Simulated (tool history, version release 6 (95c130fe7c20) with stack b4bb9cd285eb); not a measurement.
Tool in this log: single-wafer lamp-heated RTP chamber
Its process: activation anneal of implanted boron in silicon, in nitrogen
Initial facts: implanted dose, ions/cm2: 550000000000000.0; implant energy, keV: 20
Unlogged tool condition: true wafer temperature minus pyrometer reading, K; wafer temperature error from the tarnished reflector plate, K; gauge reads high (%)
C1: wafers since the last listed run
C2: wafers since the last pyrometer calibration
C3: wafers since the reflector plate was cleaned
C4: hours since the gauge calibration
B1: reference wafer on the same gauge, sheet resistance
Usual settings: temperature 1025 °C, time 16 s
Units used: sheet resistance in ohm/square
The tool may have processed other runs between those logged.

{"run": 1, "day": 0.0, "temperature": 1048, "time": 16, "C1": 0, "C2": 4276, "C3": 14932, "C4": 30.3, "B1": 167.15, "sheet resistance": 194.82}
{"run": 2, "day": 0.575, "temperature": 1048, "time": 16, "C1": 137, "C2": 4414, "C3": 15070, "C4": 44.1, "B1": 167.26, "sheet resistance": 195.23}
{"run": 3, "day": 0.846, "temperature": 1048, "time": 16, "C1": 64, "C2": 4479, "C3": 15135, "C4": 50.6, "B1": 167.29, "sheet resistance": 195.54}
{"run": 4, "day": 1.267, "temperature": 1025, "time": 8, "C1": 100, "C2": 4579, "C3": 15236, "C4": 60.7, "B1": 167.31, "sheet resistance": 198.96}
{"run": 5, "day": 1.7, "temperature": 1025, "time": 8, "C1": 103, "C2": 4683, "C3": 15340, "C4": 71.1, "B1": 167.46, "sheet resistance": 198.8}
{"run": 6, "day": 2.412, "temperature": 1025, "time": 8, "C1": 170, "C2": 4854, "C3": 15510, "C4": 88.2, "B1": 167.62, "sheet resistance": 198.61}
{"run": 7, "day": 2.975, "temperature": 1025, "time": 16, "C1": 134, "C2": 4989, "C3": 15645, "C4": 101.7, "B1": 167.65, "sheet resistance": 197.68}
{"run": 8, "day": 3.267, "temperature": 1025, "time": 16, "C1": 69, "C2": 5059, "C3": 15715, "C4": 108.7, "B1": 167.75, "sheet resistance": 197.78}
{"day": 4.129, "done": "reflector plate cleaned"}
{"run": 9, "day": 4.15, "temperature": 1025, "time": 16, "C1": 131, "C2": 5190, "C3": 4, "C4": 129.9, "B1": 167.83, "sheet resistance": 197.35}
{"run": 10, "day": 4.325, "temperature": 1025, "time": 16, "C1": 41, "C2": 5232, "C3": 46, "C4": 134.1, "B1": 167.88, "sheet resistance": 198.07}
{"run": 11, "day": 4.85, "temperature": 1025, "time": 20, "C1": 125, "C2": 5358, "C3": 172, "C4": 146.7, "B1": 167.96, "sheet resistance": 197.63}
{"day": 4.867, "done": "gauge calibrated"}
{"run": 12, "day": 6.046, "temperature": 1025, "time": 16, "C1": 286, "C2": 5645, "C3": 459, "C4": 28.3, "B1": 167.2, "sheet resistance": 196.57}
{"run": 13, "day": 6.442, "temperature": 1048, "time": 16, "C1": 94, "C2": 5740, "C3": 553, "C4": 37.8, "B1": 167.29, "sheet resistance": 195.14}
{"run": 14, "day": 6.717, "temperature": 1025, "time": 20, "C1": 65, "C2": 5805, "C3": 619, "C4": 44.4, "B1": 167.28, "sheet resistance": 196.5}
{"run": 15, "day": 7.225, "temperature": 1033, "time": 22, "C1": 121, "C2": 5927, "C3": 741, "C4": 56.6, "B1": 167.31, "sheet resistance": 195.69}
{"run": 16, "day": 7.479, "temperature": 1025, "time": 16, "C1": 60, "C2": 5988, "C3": 802, "C4": 62.7, "B1": 167.41, "sheet resistance": 197.85}
{"run": 17, "day": 7.808, "temperature": 1047, "time": 7, "C1": 78, "C2": 6067, "C3": 881, "C4": 70.6, "B1": 167.53, "sheet resistance": 197.18}
{"run": 18, "day": 8.15, "temperature": 998, "time": 20, "C1": 81, "C2": 6149, "C3": 963, "C4": 78.8, "B1": 167.54, "sheet resistance": 202.02}
{"day": 9.054, "done": "pyrometer window cleaned and pyrometer calibrated"}
{"run": 19, "day": 9.075, "temperature": 1012, "time": 25, "C1": 141, "C2": 5, "C3": 1105, "C4": 101, "B1": 167.67, "sheet resistance": 198.28}
{"run": 20, "day": 9.088, "temperature": 1048, "time": 16, "C1": 2, "C2": 8, "C3": 1108, "C4": 101.3, "B1": 167.71, "sheet resistance": 195.81}
{"run": 21, "day": 9.729, "temperature": 1007, "time": 10, "C1": 153, "C2": 161, "C3": 1261, "C4": 116.7, "B1": 167.78, "sheet resistance": 201.9}
{"run": 22, "day": 10.45, "temperature": 1050, "time": 13, "C1": 172, "C2": 334, "C3": 1434, "C4": 134, "B1": 167.89, "sheet resistance": 196}
{"run": 23, "day": 11.021, "temperature": 1004, "time": 9, "C1": 136, "C2": 471, "C3": 1571, "C4": 147.7, "B1": 167.99, "sheet resistance": 203.6}
{"day": 11.125, "done": "gauge calibrated"}
{"run": 24, "day": 11.296, "temperature": 1016, "time": 16, "C1": 65, "C2": 537, "C3": 1637, "C4": 4.1, "B1": 167.19, "sheet resistance": 198.17}
{"run": 25, "day": 11.771, "temperature": 1025, "time": 16, "C1": 113, "C2": 651, "C3": 1751, "C4": 15.5, "B1": 167.26, "sheet resistance": 196.83}

4 options for the next run, each taken on its own from the tool as it stands now. Forecast them:
{"run": "A", "day": 11.788, "temperature": 1025, "time": 13, "C1": 3, "C2": 655, "C3": 1755, "C4": 15.9, "B1": "?", "sheet resistance": "?"}
{"run": "B", "day": 11.788, "temperature": 1002, "time": 6, "C1": 3, "C2": 655, "C3": 1755, "C4": 15.9, "B1": "?", "sheet resistance": "?"}
{"run": "C", "day": 11.788, "temperature": 995, "time": 24, "C1": 3, "C2": 655, "C3": 1755, "C4": 15.9, "B1": "?", "sheet resistance": "?"}
{"run": "D", "day": 11.788, "temperature": 999, "time": 9, "C1": 3, "C2": 655, "C3": 1755, "C4": 15.9, "B1": "?", "sheet resistance": "?"}

run=A B1=167.26 sheet_resistance=197.63
run=B B1=167.26 sheet_resistance=204.81
run=C B1=167.26 sheet_resistance=202.52
run=D B1=167.26 sheet_resistance=204.6
Without the tool's unlogged condition, the same runs would have read:
run=A sheet_resistance=197.31
run=B sheet_resistance=204.48
run=C sheet_resistance=202.19
run=D sheet_resistance=204.27
